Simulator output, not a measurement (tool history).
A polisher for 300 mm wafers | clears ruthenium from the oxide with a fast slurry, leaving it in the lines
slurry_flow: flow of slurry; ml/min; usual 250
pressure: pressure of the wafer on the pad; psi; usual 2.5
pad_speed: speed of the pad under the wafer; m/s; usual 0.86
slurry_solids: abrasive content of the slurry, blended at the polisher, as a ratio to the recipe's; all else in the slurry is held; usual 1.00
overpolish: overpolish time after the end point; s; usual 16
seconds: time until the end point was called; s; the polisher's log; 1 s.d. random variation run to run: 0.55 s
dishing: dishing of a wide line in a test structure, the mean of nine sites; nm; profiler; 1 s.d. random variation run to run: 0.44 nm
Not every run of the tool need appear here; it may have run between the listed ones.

| run | hour | slurry_flow | pressure | pad_speed | slurry_solids | overpolish | incoming thickness of the incoming film, nm | seconds | dishing |
|---|---|---|---|---|---|---|---|---|---|
| 1 | 0.0 | 250 | 2.5 | 0.86 | 0.75 | 16 | 170.9 | 60.5 | 31.9 |
| 2 | 6.7 | 250 | 2.5 | 0.86 | 1.00 | 16 | 173.4 | 52.1 | 35.9 |
| 3 | 16.9 | 250 | 2.5 | 0.86 | 1.00 | 16 | 168.6 | 51.9 | 36.1 |
|  | 39.7 | slurry nozzle cleaned |
| 4 | 62.0 | 250 | 2.5 | 0.66 | 1.00 | 16 | 169.4 | 63.4 | 30.4 |
| 5 | 69.8 | 250 | 1.8 | 0.86 | 1.00 | 13 | 170.3 | 63.1 | 26.3 |
|  | 78.7 | slurry blender recalibrated |
| 6 | 80.1 | 250 | 1.8 | 0.86 | 1.00 | 13 | 171.4 | 62.9 | 25.9 |
| 7 | 91.7 | 250 | 1.8 | 0.86 | 1.00 | 13 | 171.2 | 63.7 | 26.7 |
| 8 | 99.4 | 320 | 2.5 | 0.86 | 1.00 | 22 | 170.1 | 48.0 | 44.8 |
|  | 105.1 | worn pad replaced by a new one |
| 9 | 112.2 | 320 | 2.5 | 0.86 | 1.00 | 22 | 171.7 | 48.0 | 45.3 |
| 10 | 123.9 | 250 | 2.5 | 0.86 | 1.00 | 16 | 171.1 | 49.7 | 36.0 |
|  | 141.5 | head pressure recalibrated |
| 11 | 142.0 | 250 | 2.5 | 0.86 | 1.00 | 16 | 169.7 | 50.3 | 36.0 |
| 12 | 152.7 | 250 | 2.5 | 0.86 | 1.00 | 16 | 169.8 | 48.5 | 36.9 |
| 13 | 164.5 | 250 | 2.5 | 0.86 | 1.00 | 24 | 172.7 | 49.2 | 46.9 |
| 14 | 180.9 | 250 | 3.2 | 0.94 | 1.30 | 20 | 167.1 | 32.4 | 52.0 |
| 15 | 207.6 | 250 | 2.5 | 0.74 | 0.85 | 21 | 167.0 | 62.5 | 36.5 |
| 16 | 220.2 | 250 | 2.5 | 0.86 | 1.00 | 16 | 173.1 | 52.0 | 36.2 |
| 17 | 231.5 | 250 | 3.0 | 0.86 | 0.75 | 16 | 170.1 | 53.0 | 34.9 |
| 18 | 243.6 | 250 | 2.9 | 0.70 | 1.20 | 16 | 169.2 | 50.2 | 37.0 |
|  | 251.2 | slurry blender recalibrated |
|  | 257.5 | worn pad replaced by a new one |
| 19 | 258.0 | 250 | 2.5 | 1.14 | 1.00 | 13 | 169.6 | 38.4 | 37.5 |
| 20 | 270.4 | 250 | 1.8 | 0.86 | 0.70 | 9 | 169.4 | 83.6 | 15.4 |
|  | 299.8 | slurry nozzle cleaned |
| 21 | 317.9 | 330 | 2.5 | 0.86 | 1.25 | 16 | 173.1 | 43.2 | 40.8 |
| 22 | 332.4 | 165 | 1.7 | 0.86 | 0.70 | 20 | 167.2 | 87.2 | 28.7 |
| 23 | 350.4 | 250 | 2.5 | 0.66 | 1.00 | 23 | 170.0 | 63.7 | 39.4 |
| 24 | 366.8 | 250 | 2.5 | 0.86 | 1.00 | 16 | 173.2 | 49.3 | 36.4 |
| 25 | 379.7 | 250 | 2.5 | 0.86 | 1.00 | 16 | 168.4 | 48.3 | 36.9 |
| 26 | 387.7 | 250 | 2.8 | 0.86 | 0.90 | 8 | 166.4 | 45.6 | 22.4 |
|  | 400.2 | slurry blender recalibrated |
| 27 | 400.7 | 250 | 2.5 | 0.58 | 1.00 | 16 | 169.4 | 71.4 | 28.2 |
| 28 | 405.2 | 250 | 2.9 | 0.86 | 1.00 | 22 | 168.3 | 42.9 | 46.6 |

5 options for the next run, each taken on its own from the tool as it stands now. Forecast them:
| A | 405.7 | 250 | 2.5 | 1.16 | 1.00 | 16 | 172.1 | ? | ? |
| B | 405.7 | 250 | 3.2 | 0.86 | 1.00 | 16 | 172.1 | ? | ? |
| C | 405.7 | 330 | 2.5 | 0.86 | 1.00 | 16 | 172.1 | ? | ? |
| D | 405.7 | 295 | 2.2 | 0.86 | 1.00 | 16 | 172.1 | ? | ? |
| E | 405.7 | 250 | 2.8 | 0.86 | 1.10 | 16 | 172.1 | ? | ? |

| run | seconds | dishing |
|---|---|---|
| A | 37.1 | 44.3 |
| B | 41.0 | 41.9 |
| C | 48.6 | 37.7 |
| D | 54.2 | 35.1 |
| E | 43.4 | 40.5 |
Stripped of hidden state, with their random variation kept, the same runs would have yielded:
| run | seconds | dishing |
|---|---|---|
| A | 36.7 | 44.6 |
| B | 40.6 | 42.1 |
| C | 48.2 | 37.9 |
| D | 53.7 | 35.3 |
| E | 43.0 | 40.7 |

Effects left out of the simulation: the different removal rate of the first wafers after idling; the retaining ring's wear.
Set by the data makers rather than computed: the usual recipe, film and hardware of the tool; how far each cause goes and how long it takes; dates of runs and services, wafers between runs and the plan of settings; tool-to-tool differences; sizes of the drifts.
